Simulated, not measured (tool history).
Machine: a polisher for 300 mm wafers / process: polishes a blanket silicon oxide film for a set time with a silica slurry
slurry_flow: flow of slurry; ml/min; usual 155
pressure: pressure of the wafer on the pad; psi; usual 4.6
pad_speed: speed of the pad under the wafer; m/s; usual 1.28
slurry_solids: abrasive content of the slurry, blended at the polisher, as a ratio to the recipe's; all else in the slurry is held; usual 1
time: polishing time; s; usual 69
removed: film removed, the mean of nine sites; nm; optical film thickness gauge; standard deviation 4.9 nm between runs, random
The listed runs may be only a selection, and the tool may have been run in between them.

run	hour	slurry_flow	pressure	pad_speed	slurry_solids	time	incoming thickness of the incoming film, nm	removed
1	0	155	4.6	1.28	1.2	69	1239.3	337.6
2	20.2	155	4.6	1.28	1.2	69	1265.7	328.6
3	34.4	155	4.6	1.28	1.2	69	1266.1	315.4
# hour 43.7: worn pad replaced by a new one
4	48.3	155	4.6	1.28	1	69	1264.4	329.8
# hour 116.5: worn pad replaced by a new one
5	117	155	4.6	1.28	1	69	1243.5	332
6	146	155	4.6	1.28	1	69	1253.8	317.5
7	162.4	120	4.6	1.28	1	69	1259.4	308.5
# hour 172.2: head pressure recalibrated
8	177.9	120	4.6	1.28	1	69	1256.2	291.9
# hour 185.8: conditioning disc replaced and pad reconditioned
# hour 197.9: worn pad replaced by a new one
# hour 201.1: slurry blender recalibrated
9	203.8	135	3.9	0.86	1	91	1277.8	283.2
# hour 207.3: slurry nozzle cleaned
10	228.4	170	4.6	1.28	1	69	1249.8	321.4
11	248.6	170	4.6	1.28	1	69	1246.2	296.2
12	268.1	155	4.6	1.28	0.85	69	1246	275.7
# hour 283.8: worn pad replaced by a new one
13	287.3	155	4.6	1.28	1	77	1238.5	367.7
14	305	115	5.1	1.28	1	69	1261.7	337.4
15	335	155	4.6	1.28	1	77	1273.5	339.4
16	347.1	155	4.6	1.28	1	69	1247.5	292.8

Consider 3 possible next runs. They are alternatives, not a sequence: every one starts from the tool as it was left by run 16. What does each give?
A	347.5	155	4.6	1.28	1	69	1282.6	?
B	347.5	155	4.6	1.28	1	54	1282.6	?
C	347.5	155	4.6	1.06	0.85	69	1282.6	?

run	removed
A	297.9
B	233.1
C	253
Had the tool no hidden state, the same runs would have come out as:
run	removed
A	334.4
B	261.7
C	284
